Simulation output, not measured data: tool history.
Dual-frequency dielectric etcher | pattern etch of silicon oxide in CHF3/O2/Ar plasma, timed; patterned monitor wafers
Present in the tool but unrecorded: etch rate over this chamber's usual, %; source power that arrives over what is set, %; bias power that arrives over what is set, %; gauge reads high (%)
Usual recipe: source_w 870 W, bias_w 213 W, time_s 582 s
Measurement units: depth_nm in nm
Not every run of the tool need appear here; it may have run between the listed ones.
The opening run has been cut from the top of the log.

run     day  source_w  bias_w  time_s  wafers since the last listed run  hours since the last wet clean  hours since the last source power generator calibration  hours since the last bias power generator calibration  hours since the last upper electrode change  hours since the gauge calibration  read-back reference wafer on the same gauge, depth_nm  depth_nm
  2   4.471       870     248     518                               473                           221.9                                                   4025.3                                                 3265.9                                       1633.2                              162.9                                                 1649.4    1327.5
  3   7.383       870     213     582                               308                           291.8                                                   4095.2                                                 3335.8                                       1703.1                              232.8                                                 1649.9    1404.3
  4  10.333       870     213     582                               312                           362.6                                                     4166                                                 3406.6                                       1773.9                              303.6                                                 1650.2    1410.3
  5  12.921       920     213     582                               273                           424.7                                                   4228.1                                                 3468.7                                         1836                              365.7                                                 1649.3    1438.9
     16.704  -- wet clean of the chamber
  6  16.742       920     213     582                               298                             0.9                                                   4319.8                                                 3560.4                                       1927.7                              457.4                                                 1649.6    1433.5
  7  19.612       920     213     582                               303                            69.8                                                   4388.7                                                 3629.3                                       1996.6                              526.3                                                 1649.8    1435.1
  8  22.533       870     213     582                               309                           139.9                                                   4458.8                                                 3699.4                                       2066.7                              596.4                                                   1650    1404.6
  9  26.383       870     213     582                               407                           232.3                                                   4551.2                                                 3791.8                                       2159.1                              688.8                                                 1650.2    1403.8
 10  28.146       870     213     582                               186                           274.6                                                   4593.5                                                 3834.1                                       2201.4                              731.1                                                 1650.5    1403.6
 11  30.133       870     213     582                               210                           322.3                                                   4641.2                                                 3881.8                                       2249.1                              778.8                                                 1650.5    1403.5
 12  32.104       870     213     582                               208                           369.6                                                   4688.5                                                 3929.1                                       2296.4                              826.1                                                 1649.6    1401.5
     36.438  -- wet clean of the chamber
 13  36.458       870     244   621.5                               355                             0.5                                                     4793                                                 4033.6                                       2400.9                              930.6                                                 1650.4    1569.1
 14  39.017       870     213     582                               270                            61.9                                                   4854.4                                                   4095                                       2462.3                                992                                                 1649.3    1402.3
 15  42.792       870     213     582                               399                           152.5                                                     4945                                                 4185.6                                       2552.9                             1082.6                                                 1650.6    1394.3
 16  46.792       750     213     431                               423                           248.5                                                     5041                                                 4281.6                                       2648.9                             1178.6                                                 1649.7     975.4
 17  48.542       870     163     717                               185                           290.5                                                     5083                                                 4323.6                                       2690.9                             1220.6                                                 1650.5    1577.2
 18  50.708       990     167     727                               229                           342.5                                                     5135                                                 4375.6                                       2742.9                             1272.6                                                 1650.2    1689.4
     52.358  -- source power generator calibrated
 19  54.217       970     213     582                               353                           426.7                                                     44.6                                                 4459.8                                       2827.1                             1356.8                                                 1649.3    1457.6
 20  57.696       770     213     582                               368                           510.2                                                    128.1                                                 4543.3                                       2910.6                             1440.3                                                 1650.5    1331.6
     60.683  -- wet clean of the chamber
     62.017  -- bias power generator calibrated
 21  62.096       690     174   481.5                               342                            33.9                                                    233.7                                                    1.9                                       3016.2                             1545.9                                                 1649.6     972.7
     64.221  -- gauge calibrated
 22  65.167       690     250     582                               325                           107.6                                                    307.4                                                   75.6                                       3089.9                               22.7                                                 1650.2    1341.3
 23  67.233       870     258     582                               218                           157.2                                                      357                                                  125.2                                       3139.5                               72.3                                                 1650.1    1491.7
 24  69.479       870     266     692                               237                           211.1                                                    410.9                                                  179.1                                       3193.4                              126.2                                                 1650.2      1786
     72.929  -- upper electrode replaced
 25   72.95      1030     259     724                               261                           294.4                                                    494.2                                                  262.4                                          0.5                              209.5                                                 1649.7    1978.3
     79.254  -- bias power generator calibrated, repeated, since the last time left the tool worse
     79.833  -- wet clean of the chamber
 26  84.167       870     213     582                              1108                             104                                                    763.4                                                  117.9                                        269.7                              478.7                                                 1650.9    1415.5

For run 27, what comes out?
 27  88.5       870     213     582                               458                             208                                                    867.4                                                  221.9                                        373.7                              582.7                                                      ?         ?

{"run 27": {"read-back reference wafer on the same gauge, depth_nm": 1650.7, "depth_nm": 1419.4}}
If the tool had no hidden condition, the same run with the same run-to-run variation would have returned depth_nm 1419.4 nm.

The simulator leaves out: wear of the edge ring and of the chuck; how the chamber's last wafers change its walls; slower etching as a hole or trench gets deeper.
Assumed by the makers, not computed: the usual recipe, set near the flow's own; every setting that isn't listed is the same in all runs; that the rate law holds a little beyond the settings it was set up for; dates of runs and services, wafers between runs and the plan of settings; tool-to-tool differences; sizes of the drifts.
